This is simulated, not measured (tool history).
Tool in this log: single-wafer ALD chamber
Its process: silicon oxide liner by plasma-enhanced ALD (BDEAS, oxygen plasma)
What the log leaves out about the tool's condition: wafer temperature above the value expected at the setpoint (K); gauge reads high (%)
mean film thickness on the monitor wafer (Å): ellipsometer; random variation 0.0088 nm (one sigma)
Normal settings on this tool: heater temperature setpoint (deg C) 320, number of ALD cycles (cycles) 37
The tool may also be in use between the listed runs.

run,day,heater temperature setpoint (deg C),number of ALD cycles (cycles),wafers since the last listed run,hours since the last thermocouple change,hours since the gauge calibration,"read-back reference wafer on the same gauge, thickness_nm",mean film thickness on the monitor wafer (Å)
1,0,320,35,0,1198.2,19.6,3.573,33.4
2,0.321,320,37,89,1205.9,27.3,3.571,35.27
3,0.958,320,37,177,1221.2,42.6,3.571,35.33
4,1.583,320,33,174,1236.2,57.6,3.569,31.46
5,2.1,320,33,143,1248.6,70,3.573,31.49
6,2.388,320,33,80,1255.5,76.9,3.571,31.42
7,2.862,312,37,132,1266.9,88.3,3.572,35.85
8,3.117,320,37,70,1273,94.4,3.568,35.25
9,3.604,328,37,135,1284.7,106.1,3.57,34.79
10,3.975,320,37,103,1293.6,115,3.572,35.33
11,4.542,320,37,157,1307.2,128.6,3.571,35.31
12,5.05,320,37,141,1319.4,140.8,3.57,35.26
13,5.512,320,37,128,1330.5,151.9,3.573,35.28
14,5.904,320,37,109,1339.9,161.3,3.571,35.37
15,6.396,327,42,137,1351.7,173.1,3.571,39.56
16,7.092,327,42,193,1368.4,189.8,3.57,39.59
# day 7.246: gauge calibrated
17,7.354,327,42,73,1374.7,2.6,3.57,39.7
18,7.996,320,37,178,1390.1,18,3.568,35.29
19,8.408,320,37,114,1400,27.9,3.568,35.4
20,8.879,326,40,131,1411.3,39.2,3.57,37.71
21,9.4,320,37,145,1423.8,51.7,3.571,35.41
22,9.717,306,31,88,1431.4,59.3,3.566,30.34
23,10.312,333,31,166,1445.7,73.6,3.572,28.86
24,10.733,320,44,117,1455.8,83.7,3.571,42.19
25,11.417,320,37,190,1472.2,100.1,3.571,35.36
26,12.104,309,42,191,1488.7,116.6,3.572,40.75
# day 12.558: thermocouple changed; heater temperature recalibrated
27,12.579,329,37,39,0.5,128,3.571,34.69
28,12.775,331,33,54,5.2,132.7,3.573,30.95
29,13.488,320,37,198,22.3,149.8,3.57,35.18
30,13.817,326,43,91,30.2,157.7,3.572,40.72
31,14.433,332,34,171,45,172.5,3.575,31.69
32,14.796,324,37,101,53.7,181.2,3.568,35.19
33,15.262,332,44,130,64.9,192.4,3.57,41.11
34,15.6,331,37,94,73,200.5,3.569,34.67
35,16.221,305,37,173,87.9,215.4,3.573,36.07
36,16.529,320,34,85,95.3,222.8,3.57,32.5
37,16.888,330,35,99,103.9,231.4,3.575,32.92

Here are 3 independent what-if runs from the current tool condition. What would each one return?
A,16.908,320,40,5,104.4,231.9,?,?
B,16.908,330,30,5,104.4,231.9,?,?
C,16.908,329,30,5,104.4,231.9,?,?

run,"read-back reference wafer on the same gauge, thickness_nm",mean film thickness on the monitor wafer (Å)
A,3.572,38.23
B,3.572,28.2
C,3.572,28.25
With the hidden condition removed and each run's random variation left untouched, the same runs would have given:
run,mean film thickness on the monitor wafer (Å)
A,38.23
B,28.2
C,28.25
